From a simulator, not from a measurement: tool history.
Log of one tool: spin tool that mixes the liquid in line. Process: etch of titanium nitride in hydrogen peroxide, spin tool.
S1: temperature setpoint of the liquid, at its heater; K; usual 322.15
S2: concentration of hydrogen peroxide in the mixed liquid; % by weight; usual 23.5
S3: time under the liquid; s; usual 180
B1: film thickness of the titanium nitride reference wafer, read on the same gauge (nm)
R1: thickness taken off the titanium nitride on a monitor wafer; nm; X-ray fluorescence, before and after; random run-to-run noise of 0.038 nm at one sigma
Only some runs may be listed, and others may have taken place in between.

{"run": 1, "hour": 0.0, "S1": 322.15, "S2": 23.5, "S3": 180, "B1": 100.0, "R1": 6.5}
{"hour": 3.7, "done": "thermometer replaced"}
{"run": 2, "hour": 46.5, "S1": 324.65, "S2": 23.5, "S3": 205, "B1": 99.99, "R1": 8.84}
{"run": 3, "hour": 89.1, "S1": 324.65, "S2": 23.5, "S3": 205, "B1": 100.03, "R1": 8.86}
{"run": 4, "hour": 156.0, "S1": 324.65, "S2": 23.5, "S3": 205, "B1": 100.02, "R1": 8.92}
{"hour": 215.9, "done": "new drum of peroxide connected"}
{"run": 5, "hour": 219.4, "S1": 322.15, "S2": 23.5, "S3": 265, "B1": 100.02, "R1": 9.53}
{"run": 6, "hour": 249.0, "S1": 322.15, "S2": 23.5, "S3": 105, "B1": 99.98, "R1": 3.79}
{"hour": 289.1, "done": "gauge calibrated"}
{"run": 7, "hour": 304.8, "S1": 328.15, "S2": 26.5, "S3": 260, "B1": 100.01, "R1": 14.86}
{"hour": 307.4, "done": "peroxide flow meter replaced"}
{"run": 8, "hour": 330.0, "S1": 322.15, "S2": 21.5, "S3": 110, "B1": 100.04, "R1": 3.89}
{"run": 9, "hour": 384.7, "S1": 322.15, "S2": 23.5, "S3": 75, "B1": 99.97, "R1": 2.69}
{"run": 10, "hour": 447.1, "S1": 322.15, "S2": 25.5, "S3": 180, "B1": 100.0, "R1": 6.59}
{"run": 11, "hour": 486.0, "S1": 325.15, "S2": 19.0, "S3": 180, "B1": 100.02, "R1": 7.67}
{"run": 12, "hour": 525.5, "S1": 322.15, "S2": 23.5, "S3": 180, "B1": 100.01, "R1": 6.45}
{"run": 13, "hour": 583.7, "S1": 322.15, "S2": 23.5, "S3": 180, "B1": 100.0, "R1": 6.45}
{"hour": 618.2, "done": "new drum of peroxide connected"}
{"run": 14, "hour": 646.5, "S1": 314.15, "S2": 30.0, "S3": 275, "B1": 100.0, "R1": 5.79}
{"hour": 670.6, "done": "thermometer replaced"}
{"hour": 712.2, "done": "heated supply line repaired"}
{"run": 15, "hour": 713.7, "S1": 322.15, "S2": 28.5, "S3": 180, "B1": 99.98, "R1": 6.77}
{"run": 16, "hour": 738.6, "S1": 313.15, "S2": 23.5, "S3": 140, "B1": 99.98, "R1": 2.58}
{"run": 17, "hour": 775.8, "S1": 322.15, "S2": 23.5, "S3": 275, "B1": 99.98, "R1": 9.75}
{"run": 18, "hour": 804.1, "S1": 327.65, "S2": 19.5, "S3": 180, "B1": 99.97, "R1": 9.32}
{"run": 19, "hour": 865.7, "S1": 326.15, "S2": 20.0, "S3": 145, "B1": 100.02, "R1": 6.73}
{"run": 20, "hour": 930.1, "S1": 318.15, "S2": 20.0, "S3": 180, "B1": 99.96, "R1": 4.68}
{"hour": 1079.3, "done": "new drum of peroxide connected"}
{"run": 21, "hour": 1079.8, "S1": 312.65, "S2": 23.5, "S3": 85, "B1": 100.0, "R1": 1.51}
{"run": 22, "hour": 1115.5, "S1": 322.15, "S2": 23.5, "S3": 180, "B1": 100.01, "R1": 6.47}
{"run": 23, "hour": 1163.1, "S1": 315.65, "S2": 23.5, "S3": 145, "B1": 100.03, "R1": 3.23}
{"run": 24, "hour": 1210.4, "S1": 322.15, "S2": 23.5, "S3": 180, "B1": 100.01, "R1": 6.48}
{"run": 25, "hour": 1274.2, "S1": 322.15, "S2": 23.5, "S3": 230, "B1": 99.98, "R1": 8.29}
{"hour": 1300.4, "done": "thermometer replaced"}
{"run": 26, "hour": 1331.0, "S1": 313.65, "S2": 30.0, "S3": 110, "B1": 100.02, "R1": 2.21}

3 ways to go on from here, each from the tool as it stands after run 26. What would each give?
{"run": "A", "hour": 1331.5, "S1": 322.15, "S2": 20.5, "S3": 180, "B1": "?", "R1": "?"}
{"run": "B", "hour": 1331.5, "S1": 322.15, "S2": 28.5, "S3": 145, "B1": "?", "R1": "?"}
{"run": "C", "hour": 1331.5, "S1": 317.15, "S2": 23.5, "S3": 180, "B1": "?", "R1": "?"}

run=A B1=99.99 R1=6.28
run=B B1=99.99 R1=5.44
run=C B1=99.99 R1=4.47
Take away the tool's hidden state, keep each run's random variation, and the runs would have read:
run=A R1=6.28
run=B R1=5.44
run=C R1=4.47

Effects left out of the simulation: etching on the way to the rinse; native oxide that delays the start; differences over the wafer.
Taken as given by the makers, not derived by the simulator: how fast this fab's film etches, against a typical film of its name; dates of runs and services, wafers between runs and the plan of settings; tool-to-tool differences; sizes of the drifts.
